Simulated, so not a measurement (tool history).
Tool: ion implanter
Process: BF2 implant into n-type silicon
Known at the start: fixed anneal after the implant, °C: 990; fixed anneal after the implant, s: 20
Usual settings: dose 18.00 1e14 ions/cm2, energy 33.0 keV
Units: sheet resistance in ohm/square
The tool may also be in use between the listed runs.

run,hour,dose,energy,wafers since the last listed run,hours since the last dose calibration,hours since the extraction supply was calibrated,hours since the gauge calibration,"read-back reference wafer on the same gauge, sheet resistance",sheet resistance
1,0.0,18.00,41.5,0,261.4,5499.7,906.8,150.19,125.41
2,33.0,18.00,33.0,379,294.4,5532.7,939.8,150.09,142.36
3,64.7,18.00,33.0,364,326.1,5564.4,971.5,150.12,142.64
4,106.5,18.00,33.0,480,367.9,5606.2,1013.3,150.17,142.18
5,135.6,19.30,33.0,334,397.0,5635.3,1042.4,150.08,140.79
6,181.4,19.30,33.0,526,442.8,5681.1,1088.2,150.05,140.59
7,331.4,19.30,33.0,1722,592.8,5831.1,1238.2,149.96,140.82
# hour 378.9: Faraday cup replaced and dose calibrated
8,402.6,18.00,33.0,725,23.7,5902.3,1309.4,149.79,142.15
9,469.8,18.00,33.0,771,90.9,5969.5,1376.6,149.80,142.09
10,508.8,16.48,29.0,447,129.9,6008.5,1415.6,149.66,153.54
11,575.4,18.00,41.0,764,196.5,6075.1,1482.2,149.70,126.03
12,645.7,16.05,33.0,807,266.8,6145.4,1552.5,149.68,143.56
13,711.0,18.00,33.0,750,332.1,6210.7,1617.8,149.46,141.14
14,740.1,16.31,25.0,334,361.2,6239.8,1646.9,149.58,165.87
15,799.1,18.00,33.0,677,420.2,6298.8,1705.9,149.46,141.22
# hour 837.2: extraction supply calibrated
16,837.7,18.00,33.0,351,458.8,0.5,1744.5,149.44,141.87
17,905.7,19.25,33.0,781,526.8,68.5,1812.5,149.34,139.86
18,944.0,18.00,39.0,439,565.1,106.8,1850.8,149.40,129.14
19,972.4,13.45,33.0,326,593.5,135.2,1879.2,149.27,147.78
20,1023.7,14.95,33.0,589,644.8,186.5,1930.5,149.30,145.31
# hour 1055.1: gauge calibrated
21,1070.9,19.46,22.0,542,692.0,233.7,15.8,151.29,175.60
# hour 1158.9: Faraday cup replaced and dose calibrated
22,1164.1,16.29,30.0,978,5.2,326.9,109.0,151.36,152.49
23,1234.8,14.89,33.0,812,75.9,397.6,179.7,151.23,146.81
24,1281.6,16.61,33.0,537,122.7,444.4,226.5,151.10,144.99
25,1325.4,22.67,41.0,503,166.5,488.2,270.3,151.13,123.94
26,1385.1,14.16,40.0,685,226.2,547.9,330.0,151.07,134.28
27,1438.7,19.47,28.0,615,279.8,601.5,383.6,150.90,154.62
28,1478.7,18.00,33.0,459,319.8,641.5,423.6,150.95,142.83
29,1515.2,18.00,30.0,419,356.3,678.0,460.1,150.91,150.48
30,1582.8,20.05,33.0,776,423.9,745.6,527.7,150.89,141.38
31,1610.0,16.39,33.0,312,451.1,772.8,554.9,150.83,144.87
32,1653.2,13.82,26.5,496,494.3,816.0,598.1,150.79,166.18
33,1831.4,18.00,33.0,2046,672.5,994.2,776.3,150.72,142.68
34,1873.1,18.00,44.0,478,714.2,1035.9,818.0,150.58,121.82
# hour 1951.2: Faraday cup replaced and dose calibrated
35,2004.4,22.07,33.0,1416,53.2,1167.2,949.3,150.51,138.81
36,2060.2,18.00,33.0,640,109.0,1223.0,1005.1,150.44,142.14
37,2107.3,18.00,23.5,540,156.1,1270.1,1052.2,150.43,169.81
38,2147.3,18.00,33.0,459,196.1,1310.1,1092.2,150.49,142.09

3 ways to go on from here, each from the tool as it stands after run 38. What would each give?
A,2147.7,18.00,33.0,4,196.5,1310.5,1092.6,?,?
B,2147.7,14.82,28.5,4,196.5,1310.5,1092.6,?,?
C,2147.7,13.13,38.0,4,196.5,1310.5,1092.6,?,?

run,"read-back reference wafer on the same gauge, sheet resistance",sheet resistance
A,150.33,141.87
B,150.33,157.50
C,150.33,139.09
Without the tool's hidden state the same runs would have given:
run,sheet resistance
A,142.46
B,158.16
C,139.67
